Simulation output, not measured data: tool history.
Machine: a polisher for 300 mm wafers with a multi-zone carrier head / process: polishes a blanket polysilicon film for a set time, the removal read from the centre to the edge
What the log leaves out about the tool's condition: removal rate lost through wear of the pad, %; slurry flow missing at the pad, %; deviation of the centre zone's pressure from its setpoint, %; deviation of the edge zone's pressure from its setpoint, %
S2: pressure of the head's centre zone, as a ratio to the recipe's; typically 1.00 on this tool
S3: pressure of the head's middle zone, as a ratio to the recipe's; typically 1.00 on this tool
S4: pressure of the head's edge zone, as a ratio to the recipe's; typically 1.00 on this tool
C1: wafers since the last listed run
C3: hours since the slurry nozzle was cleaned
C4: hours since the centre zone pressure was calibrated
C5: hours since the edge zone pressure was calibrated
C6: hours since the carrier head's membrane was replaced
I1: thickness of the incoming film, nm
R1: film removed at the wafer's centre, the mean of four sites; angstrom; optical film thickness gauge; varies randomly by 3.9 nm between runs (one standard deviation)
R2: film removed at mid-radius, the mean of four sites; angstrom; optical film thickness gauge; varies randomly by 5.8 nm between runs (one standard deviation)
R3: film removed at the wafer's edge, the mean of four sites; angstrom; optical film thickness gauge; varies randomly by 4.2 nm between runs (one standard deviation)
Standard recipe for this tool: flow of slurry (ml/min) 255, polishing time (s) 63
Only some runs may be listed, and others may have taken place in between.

run 1 hour=0.0 | flow_of_slurry_(ml/min)=255 S2=1.00 S3=1.00 S4=1.00 polishing_time_(s)=72 | C1=0 wafers_polished_on_this_pad=2521 C3=21.8 C4=1486.7 C5=226.8 C6=593.9 | I1=2014.3 | R1=4299 R2=4284 R3=4240
run 2 hour=52.3 | flow_of_slurry_(ml/min)=255 S2=1.00 S3=1.00 S4=1.00 polishing_time_(s)=72 | C1=320 wafers_polished_on_this_pad=2842 C3=74.1 C4=1539.0 C5=279.1 C6=646.2 | I1=1972.1 | R1=4182 R2=4389 R3=4210
-- hour=85.0 worn pad replaced by a new one
run 3 hour=91.1 | flow_of_slurry_(ml/min)=255 S2=1.00 S3=1.06 S4=1.07 polishing_time_(s)=63 | C1=213 wafers_polished_on_this_pad=37 C3=112.9 C4=1577.8 C5=317.9 C6=685.0 | I1=2023.0 | R1=3636 R2=3903 R3=3765
-- hour=101.3 carrier head's membrane replaced by a new one
-- hour=114.9 centre zone pressure recalibrated
run 4 hour=142.2 | flow_of_slurry_(ml/min)=255 S2=1.00 S3=1.00 S4=1.00 polishing_time_(s)=63 | C1=269 wafers_polished_on_this_pad=307 C3=164.0 C4=27.3 C5=369.0 C6=40.9 | I1=2013.8 | R1=3629 R2=3830 R3=3569
run 5 hour=205.3 | flow_of_slurry_(ml/min)=175 S2=1.00 S3=1.00 S4=1.00 polishing_time_(s)=63 | C1=386 wafers_polished_on_this_pad=693 C3=227.1 C4=90.4 C5=432.1 C6=104.0 | I1=2000.7 | R1=3422 R2=3523 R3=3458
run 6 hour=235.3 | flow_of_slurry_(ml/min)=325 S2=1.00 S3=1.05 S4=1.00 polishing_time_(s)=47 | C1=183 wafers_polished_on_this_pad=877 C3=257.1 C4=120.4 C5=462.1 C6=134.0 | I1=2036.7 | R1=2755 R2=2875 R3=2690
run 7 hour=296.1 | flow_of_slurry_(ml/min)=255 S2=1.00 S3=1.00 S4=1.00 polishing_time_(s)=84 | C1=372 wafers_polished_on_this_pad=1249 C3=317.9 C4=181.2 C5=522.9 C6=194.8 | I1=2024.4 | R1=4787 R2=4843 R3=4664
run 8 hour=332.4 | flow_of_slurry_(ml/min)=255 S2=0.94 S3=1.00 S4=1.12 polishing_time_(s)=63 | C1=222 wafers_polished_on_this_pad=1471 C3=354.2 C4=217.5 C5=559.2 C6=231.1 | I1=2015.9 | R1=3323 R2=3667 R3=3745
run 9 hour=400.6 | flow_of_slurry_(ml/min)=255 S2=1.00 S3=1.00 S4=1.00 polishing_time_(s)=57 | C1=417 wafers_polished_on_this_pad=1889 C3=422.4 C4=285.7 C5=627.4 C6=299.3 | I1=2001.0 | R1=3218 R2=3272 R3=3132
run 10 hour=436.6 | flow_of_slurry_(ml/min)=255 S2=1.00 S3=1.00 S4=1.00 polishing_time_(s)=63 | C1=220 wafers_polished_on_this_pad=2109 C3=458.4 C4=321.7 C5=663.4 C6=335.3 | I1=1993.4 | R1=3524 R2=3702 R3=3568
-- hour=479.3 slurry nozzle cleaned
run 11 hour=500.7 | flow_of_slurry_(ml/min)=185 S2=1.06 S3=1.00 S4=1.00 polishing_time_(s)=63 | C1=386 wafers_polished_on_this_pad=2495 C3=21.4 C4=385.8 C5=727.5 C6=399.4 | I1=1984.3 | R1=3816 R2=3723 R3=3607
-- hour=610.2 worn pad replaced by a new one
run 12 hour=641.8 | flow_of_slurry_(ml/min)=255 S2=1.00 S3=0.94 S4=1.00 polishing_time_(s)=63 | C1=839 wafers_polished_on_this_pad=193 C3=162.5 C4=526.9 C5=868.6 C6=540.5 | I1=1993.8 | R1=3720 R2=3685 R3=3619
-- hour=685.4 edge zone pressure recalibrated
-- hour=740.0 carrier head's membrane replaced by a new one
run 13 hour=778.8 | flow_of_slurry_(ml/min)=255 S2=1.00 S3=0.89 S4=1.07 polishing_time_(s)=63 | C1=795 wafers_polished_on_this_pad=989 C3=299.5 C4=663.9 C5=93.4 C6=38.8 | I1=2030.1 | R1=3586 R2=3488 R3=3711
run 14 hour=813.8 | flow_of_slurry_(ml/min)=255 S2=1.00 S3=1.00 S4=1.00 polishing_time_(s)=63 | C1=214 wafers_polished_on_this_pad=1203 C3=334.5 C4=698.9 C5=128.4 C6=73.8 | I1=2016.0 | R1=3563 R2=3557 R3=3572
run 15 hour=851.9 | flow_of_slurry_(ml/min)=255 S2=1.00 S3=1.00 S4=1.00 polishing_time_(s)=63 | C1=233 wafers_polished_on_this_pad=1436 C3=372.6 C4=737.0 C5=166.5 C6=111.9 | I1=1966.4 | R1=3637 R2=3766 R3=3577
-- hour=899.5 slurry nozzle cleaned
run 16 hour=909.7 | flow_of_slurry_(ml/min)=255 S2=0.94 S3=1.00 S4=1.00 polishing_time_(s)=71 | C1=347 wafers_polished_on_this_pad=1784 C3=10.2 C4=794.8 C5=224.3 C6=169.7 | I1=2006.5 | R1=3947 R2=4322 R3=4136
run 17 hour=978.1 | flow_of_slurry_(ml/min)=255 S2=1.00 S3=1.00 S4=1.00 polishing_time_(s)=63 | C1=418 wafers_polished_on_this_pad=2203 C3=78.6 C4=863.2 C5=292.7 C6=238.1 | I1=2024.9 | R1=3658 R2=3901 R3=3628
run 18 hour=1006.8 | flow_of_slurry_(ml/min)=255 S2=1.00 S3=1.00 S4=1.00 polishing_time_(s)=63 | C1=175 wafers_polished_on_this_pad=2378 C3=107.3 C4=891.9 C5=321.4 C6=266.8 | I1=1972.3 | R1=3631 R2=3805 R3=3660
run 19 hour=1061.2 | flow_of_slurry_(ml/min)=215 S2=1.09 S3=0.95 S4=1.00 polishing_time_(s)=63 | C1=333 wafers_polished_on_this_pad=2711 C3=161.7 C4=946.3 C5=375.8 C6=321.2 | I1=2029.5 | R1=3855 R2=3565 R3=3574
-- hour=1088.9 worn pad replaced by a new one
run 20 hour=1111.7 | flow_of_slurry_(ml/min)=255 S2=1.00 S3=1.00 S4=1.00 polishing_time_(s)=63 | C1=284 wafers_polished_on_this_pad=139 C3=212.2 C4=996.8 C5=426.3 C6=371.7 | I1=2027.8 | R1=3607 R2=3732 R3=3544
run 21 hour=1175.0 | flow_of_slurry_(ml/min)=195 S2=1.03 S3=0.97 S4=1.00 polishing_time_(s)=46 | C1=387 wafers_polished_on_this_pad=527 C3=275.5 C4=1060.1 C5=489.6 C6=435.0 | I1=2049.8 | R1=2584 R2=2539 R3=2511
run 22 hour=1208.2 | flow_of_slurry_(ml/min)=255 S2=1.00 S3=1.00 S4=1.00 polishing_time_(s)=63 | C1=203 wafers_polished_on_this_pad=730 C3=308.7 C4=1093.3 C5=522.8 C6=468.2 | I1=2023.5 | R1=3551 R2=3726 R3=3501
-- hour=1386.1 slurry nozzle cleaned
-- hour=1417.6 carrier head's membrane replaced by a new one
-- hour=1418.6 edge zone pressure recalibrated
run 23 hour=1419.1 | flow_of_slurry_(ml/min)=255 S2=1.00 S3=1.10 S4=1.00 polishing_time_(s)=82 | C1=1248 wafers_polished_on_this_pad=1978 C3=33.0 C4=1304.2 C5=0.5 C6=1.5 | I1=1999.1 | R1=4874 R2=5159 R3=4889

The tool's hidden state at each run:
removal rate lost through wear of the pad, %: 0 at every run
deviation of the centre zone's pressure from its setpoint, %: 0 at every run
deviation of the edge zone's pressure from its setpoint, %: 0 at every run
H1: slurry flow missing at the pad, %
run=1 H1=9.03
run=2 H1=19.3
run=3 H1=25.1
run=4 H1=30.7
run=5 H1=35.7
run=6 H1=37.4
run=7 H1=40
run=8 H1=41.2
run=9 H1=42.8
run=10 H1=43.4
run=11 H1=6.79
run=12 H1=28.5
run=13 H1=37.2
run=14 H1=38.5
run=15 H1=39.6
run=16 H1=7.91
run=17 H1=21.7
run=18 H1=26
run=19 H1=32.2
run=20 H1=36.3
run=21 H1=40
run=22 H1=41.4
run=23 H1=11.8
